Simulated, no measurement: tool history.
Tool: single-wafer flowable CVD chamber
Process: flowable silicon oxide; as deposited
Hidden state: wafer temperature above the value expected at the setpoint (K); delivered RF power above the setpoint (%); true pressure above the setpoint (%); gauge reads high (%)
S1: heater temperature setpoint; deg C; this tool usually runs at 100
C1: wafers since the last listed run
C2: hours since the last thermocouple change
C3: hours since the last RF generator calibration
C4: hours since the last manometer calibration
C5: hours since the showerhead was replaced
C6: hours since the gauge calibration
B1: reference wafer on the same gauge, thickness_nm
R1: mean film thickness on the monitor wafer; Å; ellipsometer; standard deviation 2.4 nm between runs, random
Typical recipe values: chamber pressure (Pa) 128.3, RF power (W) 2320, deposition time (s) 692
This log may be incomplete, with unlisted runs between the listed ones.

run 1 day=0 | S1=104 chamber_pressure_(Pa)=128.3 RF_power_(W)=2680 deposition_time_(s)=692 | C1=0 C2=1170.9 C3=1034.3 C4=598 C5=3221.5 C6=359.2 | B1=462.132 | R1=4847.41
-- day=0.5 RF generator calibrated
run 2 day=1.667 | S1=104 chamber_pressure_(Pa)=128.3 RF_power_(W)=2680 deposition_time_(s)=692 | C1=65 C2=1210.9 C3=28 C4=638 C5=3261.5 C6=399.2 | B1=461.985 | R1=4844.22
run 3 day=3.433 | S1=100 chamber_pressure_(Pa)=128.3 RF_power_(W)=2320 deposition_time_(s)=692 | C1=87 C2=1253.3 C3=70.4 C4=680.4 C5=3303.9 C6=441.6 | B1=462.436 | R1=5569.32
run 4 day=5.988 | S1=100 chamber_pressure_(Pa)=128.3 RF_power_(W)=2320 deposition_time_(s)=692 | C1=126 C2=1314.6 C3=131.7 C4=741.7 C5=3365.2 C6=502.9 | B1=463.807 | R1=5564.06
run 5 day=10.104 | S1=100 chamber_pressure_(Pa)=128.3 RF_power_(W)=2320 deposition_time_(s)=692 | C1=203 C2=1413.4 C3=230.5 C4=840.5 C5=3464 C6=601.7 | B1=465.527 | R1=5592.94
-- day=11.967 thermocouple changed; heater temperature recalibrated
run 6 day=13.767 | S1=106 chamber_pressure_(Pa)=128.3 RF_power_(W)=2320 deposition_time_(s)=692 | C1=164 C2=43.2 C3=318.4 C4=928.4 C5=3551.9 C6=689.6 | B1=465.573 | R1=4413.68
run 7 day=16.162 | S1=106 chamber_pressure_(Pa)=128.3 RF_power_(W)=2320 deposition_time_(s)=692 | C1=118 C2=100.7 C3=375.9 C4=985.9 C5=3609.4 C6=747.1 | B1=466.322 | R1=4392.95
-- day=16.579 capacitance manometer re-zeroed and calibrated
run 8 day=20.446 | S1=100 chamber_pressure_(Pa)=128.3 RF_power_(W)=2320 deposition_time_(s)=692 | C1=195 C2=203.5 C3=478.7 C4=92.8 C5=3712.2 C6=849.9 | B1=466.563 | R1=5568.39
run 9 day=24.054 | S1=100 chamber_pressure_(Pa)=128.3 RF_power_(W)=2320 deposition_time_(s)=692 | C1=178 C2=290.1 C3=565.3 C4=179.4 C5=3798.8 C6=936.5 | B1=467.284 | R1=5594.3
run 10 day=27.829 | S1=100 chamber_pressure_(Pa)=128.3 RF_power_(W)=2320 deposition_time_(s)=692 | C1=186 C2=380.7 C3=655.9 C4=270 C5=3889.4 C6=1027.1 | B1=466.493 | R1=5573.41
run 11 day=30.867 | S1=100 chamber_pressure_(Pa)=128.3 RF_power_(W)=2320 deposition_time_(s)=732 | C1=149 C2=453.6 C3=728.8 C4=342.9 C5=3962.3 C6=1100 | B1=467.771 | R1=5931.34
-- day=34.138 gauge calibrated
run 12 day=35.054 | S1=100 chamber_pressure_(Pa)=128.3 RF_power_(W)=2320 deposition_time_(s)=692 | C1=206 C2=554.1 C3=829.3 C4=443.4 C5=4062.8 C6=22 | B1=455.308 | R1=5500.82
run 13 day=37.233 | S1=100 chamber_pressure_(Pa)=128.3 RF_power_(W)=2320 deposition_time_(s)=692 | C1=107 C2=606.4 C3=881.6 C4=495.7 C5=4115.1 C6=74.3 | B1=457.961 | R1=5488.54
run 14 day=40.883 | S1=100 chamber_pressure_(Pa)=128.3 RF_power_(W)=2320 deposition_time_(s)=692 | C1=180 C2=694 C3=969.2 C4=583.3 C5=4202.7 C6=161.9 | B1=460.758 | R1=5455.88
run 15 day=44.262 | S1=104 chamber_pressure_(Pa)=144.7 RF_power_(W)=2320 deposition_time_(s)=756 | C1=166 C2=775.1 C3=1050.3 C4=664.4 C5=4283.8 C6=243 | B1=461.662 | R1=5856.34
-- day=45.658 RF generator calibrated
run 16 day=46.096 | S1=100 chamber_pressure_(Pa)=110.9 RF_power_(W)=2320 deposition_time_(s)=692 | C1=74 C2=819.1 C3=10.5 C4=708.4 C5=4327.8 C6=287 | B1=463.682 | R1=4777.84
run 17 day=49.846 | S1=89 chamber_pressure_(Pa)=156.5 RF_power_(W)=1895 deposition_time_(s)=767 | C1=185 C2=909.1 C3=100.5 C4=798.4 C5=4417.8 C6=377 | B1=464.954 | R1=10755.97
run 18 day=51.842 | S1=100 chamber_pressure_(Pa)=128.3 RF_power_(W)=2320 deposition_time_(s)=692 | C1=98 C2=957 C3=148.4 C4=846.3 C5=4465.7 C6=424.9 | B1=465.649 | R1=5557.08
run 19 day=55.762 | S1=92 chamber_pressure_(Pa)=107.1 RF_power_(W)=2320 deposition_time_(s)=692 | C1=193 C2=1051.1 C3=242.5 C4=940.4 C5=4559.8 C6=519 | B1=466.799 | R1=6301.66
run 20 day=59.854 | S1=108 chamber_pressure_(Pa)=139.6 RF_power_(W)=2005 deposition_time_(s)=597 | C1=202 C2=1149.3 C3=340.7 C4=1038.6 C5=4658 C6=617.2 | B1=466.807 | R1=3774.8
-- day=60.8 capacitance manometer re-zeroed and calibrated
run 21 day=63.075 | S1=100 chamber_pressure_(Pa)=128.3 RF_power_(W)=2320 deposition_time_(s)=692 | C1=142 C2=1226.6 C3=418 C4=54.6 C5=4735.3 C6=694.5 | B1=468.647 | R1=5610.52
-- day=63.583 showerhead replaced
run 22 day=66.138 | S1=100 chamber_pressure_(Pa)=98.1 RF_power_(W)=2320 deposition_time_(s)=591 | C1=134 C2=1300.1 C3=491.5 C4=128.1 C5=61.3 C6=768 | B1=468.796 | R1=3645.82
run 23 day=67.638 | S1=100 chamber_pressure_(Pa)=128.3 RF_power_(W)=2320 deposition_time_(s)=692 | C1=74 C2=1336.1 C3=527.5 C4=164.1 C5=97.3 C6=804 | B1=469.248 | R1=5622.1

Run 24 comes next. What will it give?
-- day=70.825 thermocouple changed; heater temperature recalibrated
run 24 day=71.458 | S1=100 chamber_pressure_(Pa)=128.3 RF_power_(W)=2320 deposition_time_(s)=621 | C1=172 C2=15.2 C3=619.2 C4=255.8 C5=189 C6=895.7 | B1=? | R1=?

{"run 24": {"B1": 469.531, "R1": 5026.39}}
Take away the tool's hidden state, keep the run-to-run variation as it was, and the same run would have given R1 4859.89 Å.

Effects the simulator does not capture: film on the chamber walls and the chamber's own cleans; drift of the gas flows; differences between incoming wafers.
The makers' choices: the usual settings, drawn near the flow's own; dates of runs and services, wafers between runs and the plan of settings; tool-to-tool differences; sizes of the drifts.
